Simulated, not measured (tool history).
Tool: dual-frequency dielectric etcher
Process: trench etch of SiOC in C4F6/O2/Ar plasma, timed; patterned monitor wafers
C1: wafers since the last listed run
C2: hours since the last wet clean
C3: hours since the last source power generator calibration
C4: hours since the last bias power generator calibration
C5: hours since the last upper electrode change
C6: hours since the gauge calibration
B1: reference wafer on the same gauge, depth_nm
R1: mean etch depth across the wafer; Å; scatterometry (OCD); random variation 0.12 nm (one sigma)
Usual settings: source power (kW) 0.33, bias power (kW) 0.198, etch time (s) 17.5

{"run": 1, "day": 0.0, "source power (kW)": 0.33, "bias power (kW)": 0.198, "etch time (s)": 17.5, "C1": 0, "C2": 332.8, "C3": 4170.7, "C4": 2939.1, "C5": 1769.7, "C6": 1262.3, "B1": 36.79, "R1": 349.6}
{"day": 8.612, "done": "wet clean of the chamber"}
{"run": 2, "day": 8.633, "source power (kW)": 0.33, "bias power (kW)": 0.198, "etch time (s)": 17.5, "C1": 3918, "C2": 0.5, "C3": 4377.9, "C4": 3146.3, "C5": 1976.9, "C6": 1469.5, "B1": 36.8, "R1": 359.4}
{"run": 3, "day": 10.654, "source power (kW)": 0.33, "bias power (kW)": 0.158, "etch time (s)": 21.5, "C1": 1037, "C2": 49, "C3": 4426.4, "C4": 3194.8, "C5": 2025.4, "C6": 1518, "B1": 36.78, "R1": 407.1}
{"day": 18.15, "done": "source power generator calibrated"}
{"run": 4, "day": 19.35, "source power (kW)": 0.33, "bias power (kW)": 0.198, "etch time (s)": 16, "C1": 4377, "C2": 257.7, "C3": 28.8, "C4": 3403.5, "C5": 2234.1, "C6": 1726.7, "B1": 36.78, "R1": 319.5}
{"run": 5, "day": 21.8, "source power (kW)": 0.33, "bias power (kW)": 0.198, "etch time (s)": 16, "C1": 1257, "C2": 316.5, "C3": 87.6, "C4": 3462.3, "C5": 2292.9, "C6": 1785.5, "B1": 36.79, "R1": 318.5}
{"run": 6, "day": 24.475, "source power (kW)": 0.33, "bias power (kW)": 0.198, "etch time (s)": 16, "C1": 1373, "C2": 380.7, "C3": 151.8, "C4": 3526.5, "C5": 2357.1, "C6": 1849.7, "B1": 36.81, "R1": 317.4}
{"run": 7, "day": 25.779, "source power (kW)": 0.33, "bias power (kW)": 0.16, "etch time (s)": 17.5, "C1": 669, "C2": 412, "C3": 183.1, "C4": 3557.8, "C5": 2388.4, "C6": 1881, "B1": 36.8, "R1": 324.4}
{"run": 8, "day": 27.642, "source power (kW)": 0.33, "bias power (kW)": 0.198, "etch time (s)": 17.5, "C1": 955, "C2": 456.7, "C3": 227.8, "C4": 3602.5, "C5": 2433.1, "C6": 1925.7, "B1": 36.78, "R1": 346.2}
{"run": 9, "day": 30.283, "source power (kW)": 0.26, "bias power (kW)": 0.155, "etch time (s)": 17.5, "C1": 1355, "C2": 520.1, "C3": 291.2, "C4": 3665.9, "C5": 2496.5, "C6": 1989.1, "B1": 36.78, "R1": 300.9}
{"day": 33.162, "done": "wet clean of the chamber"}
{"run": 10, "day": 33.183, "source power (kW)": 0.39, "bias power (kW)": 0.223, "etch time (s)": 20.5, "C1": 975, "C2": 0.5, "C3": 360.8, "C4": 3735.5, "C5": 2566.1, "C6": 2058.7, "B1": 36.78, "R1": 458.5}
{"run": 11, "day": 34.379, "source power (kW)": 0.33, "bias power (kW)": 0.198, "etch time (s)": 17.5, "C1": 613, "C2": 29.2, "C3": 389.5, "C4": 3764.2, "C5": 2594.8, "C6": 2087.4, "B1": 36.8, "R1": 358}
{"run": 12, "day": 36.525, "source power (kW)": 0.29, "bias power (kW)": 0.246, "etch time (s)": 17.5, "C1": 1101, "C2": 80.7, "C3": 441, "C4": 3815.7, "C5": 2646.3, "C6": 2138.9, "B1": 36.79, "R1": 372.8}
{"run": 13, "day": 37.658, "source power (kW)": 0.33, "bias power (kW)": 0.235, "etch time (s)": 17.5, "C1": 581, "C2": 107.9, "C3": 468.2, "C4": 3842.9, "C5": 2673.5, "C6": 2166.1, "B1": 36.83, "R1": 378}
{"run": 14, "day": 39.325, "source power (kW)": 0.33, "bias power (kW)": 0.198, "etch time (s)": 17.5, "C1": 855, "C2": 147.9, "C3": 508.2, "C4": 3882.9, "C5": 2713.5, "C6": 2206.1, "B1": 36.82, "R1": 357.7}
{"run": 15, "day": 40.692, "source power (kW)": 0.4, "bias power (kW)": 0.218, "etch time (s)": 13.5, "C1": 701, "C2": 180.7, "C3": 541, "C4": 3915.7, "C5": 2746.3, "C6": 2238.9, "B1": 36.8, "R1": 297.6}
{"day": 42.696, "done": "gauge calibrated"}
{"run": 16, "day": 43.188, "source power (kW)": 0.39, "bias power (kW)": 0.198, "etch time (s)": 22, "C1": 1281, "C2": 240.6, "C3": 600.9, "C4": 3975.6, "C5": 2806.2, "C6": 11.8, "B1": 36.79, "R1": 464.1}
{"run": 17, "day": 44.858, "source power (kW)": 0.33, "bias power (kW)": 0.198, "etch time (s)": 17.5, "C1": 857, "C2": 280.7, "C3": 641, "C4": 4015.7, "C5": 2846.3, "C6": 51.9, "B1": 36.8, "R1": 353}
{"run": 18, "day": 46.8, "source power (kW)": 0.27, "bias power (kW)": 0.198, "etch time (s)": 17.5, "C1": 996, "C2": 327.3, "C3": 687.6, "C4": 4062.3, "C5": 2892.9, "C6": 98.5, "B1": 36.79, "R1": 335.8}
{"run": 19, "day": 49.412, "source power (kW)": 0.33, "bias power (kW)": 0.198, "etch time (s)": 17.5, "C1": 1340, "C2": 390, "C3": 750.3, "C4": 4125, "C5": 2955.6, "C6": 161.2, "B1": 36.8, "R1": 348.8}
{"day": 50.55, "done": "bias power generator calibrated"}
{"day": 56.121, "done": "wet clean of the chamber"}
{"day": 57.029, "done": "upper electrode replaced"}
{"run": 20, "day": 57.05, "source power (kW)": 0.39, "bias power (kW)": 0.245, "etch time (s)": 20, "C1": 2856, "C2": 22.3, "C3": 933.6, "C4": 156, "C5": 0.5, "C6": 344.5, "B1": 36.81, "R1": 461.8}
{"run": 21, "day": 59.462, "source power (kW)": 0.3, "bias power (kW)": 0.165, "etch time (s)": 16, "C1": 1238, "C2": 80.2, "C3": 991.5, "C4": 213.9, "C5": 58.4, "C6": 402.4, "B1": 36.82, "R1": 299.9}
{"run": 22, "day": 62.196, "source power (kW)": 0.33, "bias power (kW)": 0.198, "etch time (s)": 17.5, "C1": 1402, "C2": 145.8, "C3": 1057.1, "C4": 279.5, "C5": 124, "C6": 468, "B1": 36.81, "R1": 356.8}

Forecast run 23:
{"run": 23, "day": 64.158, "source power (kW)": 0.28, "bias power (kW)": 0.152, "etch time (s)": 17.5, "C1": 1007, "C2": 192.9, "C3": 1104.2, "C4": 326.6, "C5": 171.1, "C6": 515.1, "B1": "?", "R1": "?"}

{"run 23": {"B1": 36.79, "R1": 312.3}}
Without the tool's hidden state the same run would have given R1 315.4 Å.

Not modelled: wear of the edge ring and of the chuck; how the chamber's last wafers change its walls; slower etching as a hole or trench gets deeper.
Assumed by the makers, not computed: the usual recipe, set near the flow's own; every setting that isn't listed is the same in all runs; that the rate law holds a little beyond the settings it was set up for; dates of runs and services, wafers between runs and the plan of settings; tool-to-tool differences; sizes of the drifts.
